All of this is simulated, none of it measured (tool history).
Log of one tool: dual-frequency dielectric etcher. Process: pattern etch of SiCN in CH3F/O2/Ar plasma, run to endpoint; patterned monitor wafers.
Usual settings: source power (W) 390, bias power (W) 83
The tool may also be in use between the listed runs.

run	hour	source power (W)	bias power (W)	wafers since the last listed run	hours since the last wet clean	hours since the last source power generator calibration	hours since the last bias power generator calibration	hours since the last upper electrode change	incoming incoming film thickness, nm	endpoint time (s)
1	0	390	83	0	504.9	5329.4	2334.5	2956.7	10.59	29
2	15.4	390	83	273	520.3	5344.8	2349.9	2972.1	10.52	29
3	33.4	390	83	319	538.3	5362.8	2367.9	2990.1	10.5	28.9
4	44.4	390	83	195	549.3	5373.8	2378.9	3001.1	10.35	28.6
5	57.9	390	83	239	562.8	5387.3	2392.4	3014.6	10.49	28.9
6	70.3	390	83	220	575.2	5399.7	2404.8	3027	10.48	29.1
7	86.3	430	92	283	591.2	5415.7	2420.8	3043	10.52	27.5
8	92.3	430	92	106	597.2	5421.7	2426.8	3049	10.48	27.6
9	100	430	92	136	604.9	5429.4	2434.5	3056.7	10.5	27.7
10	116.3	390	99	289	621.2	5445.7	2450.8	3073	10.42	27.8
# hour 124.6: bias power generator calibrated
11	134.1	470	67	244	639	5463.5	9.5	3090.8	10.52	29.2
# hour 158.4: wet clean of the chamber
# hour 160.8: upper electrode replaced, of another model than before
12	161.3	470	67	13	2.9	5490.7	36.7	0.5	10.58	29.2
13	161.6	470	83	5	3.2	5491	37	0.8	10.6	27.1
14	175.6	470	68	248	17.2	5505	51	14.8	10.63	29.2
15	187.9	300	71	218	29.5	5517.3	63.3	27.1	10.49	30.3
16	205.3	390	63	308	46.9	5534.7	80.7	44.5	10.47	30.5
# hour 224.4: source power generator calibrated
17	224.9	390	83	276	66.5	0.5	100.3	64.1	10.47	27.5
18	236.9	390	83	212	78.5	12.5	112.3	76.1	10.61	28
19	244.8	390	83	140	86.4	20.4	120.2	84	10.39	27.4
20	261.9	390	83	303	103.5	37.5	137.3	101.1	10.46	27.8
21	279.3	420	93	308	120.9	54.9	154.7	118.5	10.42	26.2
22	293.4	430	98	250	135	69	168.8	132.6	10.49	25.7
23	305	340	76	205	146.6	80.6	180.4	144.2	10.54	29.7

Measured less the same run without the tool's hidden state. The same run-to-run variation is in both; the gauge's scatter may not be:
The hidden state here: etch rate over this chamber's usual, %; source power that arrives over what is set, %; bias power that arrives over what is set, %.
run	endpoint time (s)
1	+1.8
2	+1.8
3	+1.8
4	+1.8
5	+1.9
6	+1.9
7	+1.9
8	+1.9
9	+1.9
10	+2
11	+2.1
12	+0.4
13	+0.4
14	+0.4
15	+0.5
16	+0.6
17	+0.5
18	+0.6
19	+0.6
20	+0.7
21	+0.6
22	+0.7
23	+0.8
